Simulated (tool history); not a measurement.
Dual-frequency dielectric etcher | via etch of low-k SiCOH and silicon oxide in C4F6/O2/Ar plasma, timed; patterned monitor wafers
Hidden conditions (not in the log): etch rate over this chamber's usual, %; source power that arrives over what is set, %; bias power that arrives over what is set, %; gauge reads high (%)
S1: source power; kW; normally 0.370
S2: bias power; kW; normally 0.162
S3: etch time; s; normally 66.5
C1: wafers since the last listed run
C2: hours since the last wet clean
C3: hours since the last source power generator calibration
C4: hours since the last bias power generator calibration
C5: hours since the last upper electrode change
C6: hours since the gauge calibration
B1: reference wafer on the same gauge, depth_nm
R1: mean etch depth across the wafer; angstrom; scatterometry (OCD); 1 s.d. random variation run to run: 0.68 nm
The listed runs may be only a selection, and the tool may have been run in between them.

run	day	S1	S2	S3	C1	C2	C3	C4	C5	C6	B1	R1
1	0.000	0.370	0.153	66.5	0	177.4	4430.7	1732.6	4917.5	380.0	154.0	1426
2	0.654	0.370	0.153	66.5	187	193.1	4446.4	1748.3	4933.2	395.7	154.0	1434
3	1.429	0.370	0.162	66.5	222	211.7	4465.0	1766.9	4951.8	414.3	154.0	1467
4	2.754	0.370	0.162	66.5	379	243.5	4496.8	1798.7	4983.6	446.1	154.0	1446
5	3.638	0.370	0.162	66.5	253	264.7	4518.0	1819.9	5004.8	467.3	153.9	1453
6	4.154	0.370	0.162	66.5	148	277.1	4530.4	1832.3	5017.2	479.7	154.0	1447
7	5.300	0.370	0.162	66.5	328	304.6	4557.9	1859.8	5044.7	507.2	153.8	1457
8	5.975	0.410	0.162	73.5	193	320.8	4574.1	1876.0	5060.9	523.4	154.0	1672
# day 6.429: gauge calibrated
9	7.408	0.410	0.162	73.5	410	355.2	4608.5	1910.4	5095.3	23.5	154.1	1652
# day 8.708: upper electrode replaced
10	8.729	0.420	0.162	66.5	91	386.9	4640.2	1942.1	0.5	55.2	154.2	1513
11	8.762	0.330	0.137	75.0	9	387.7	4641.0	1942.9	1.3	56.0	154.0	1473
# day 9.658: bias power generator calibrated
12	9.892	0.370	0.179	66.5	275	414.8	4668.1	5.6	28.4	83.1	154.0	1464
# day 11.204: wet clean of the chamber
13	11.250	0.440	0.136	50.5	102	1.1	4700.7	38.2	61.0	115.7	154.0	1183
14	11.917	0.370	0.179	66.5	190	17.1	4716.7	54.2	77.0	131.7	154.2	1559
15	13.283	0.370	0.162	66.5	391	49.9	4749.5	87.0	109.8	164.5	154.1	1515
# day 13.454: source power generator calibrated
16	14.350	0.370	0.190	85.0	257	75.5	21.5	112.6	135.4	190.1	154.0	1996
17	14.896	0.310	0.162	74.5	156	88.6	34.6	125.7	148.5	203.2	153.9	1560
18	15.983	0.450	0.175	58.5	311	114.7	60.7	151.8	174.6	229.3	154.0	1468

Predict the results of run 19:
19	17.421	0.370	0.128	74.5	411	149.2	95.2	186.3	209.1	263.8	?	?

{"run 19": {"B1": 154.1, "R1": 1567}}
If the tool had no hidden condition, the same run with the same run-to-run variation would have returned R1 1577 angstrom.
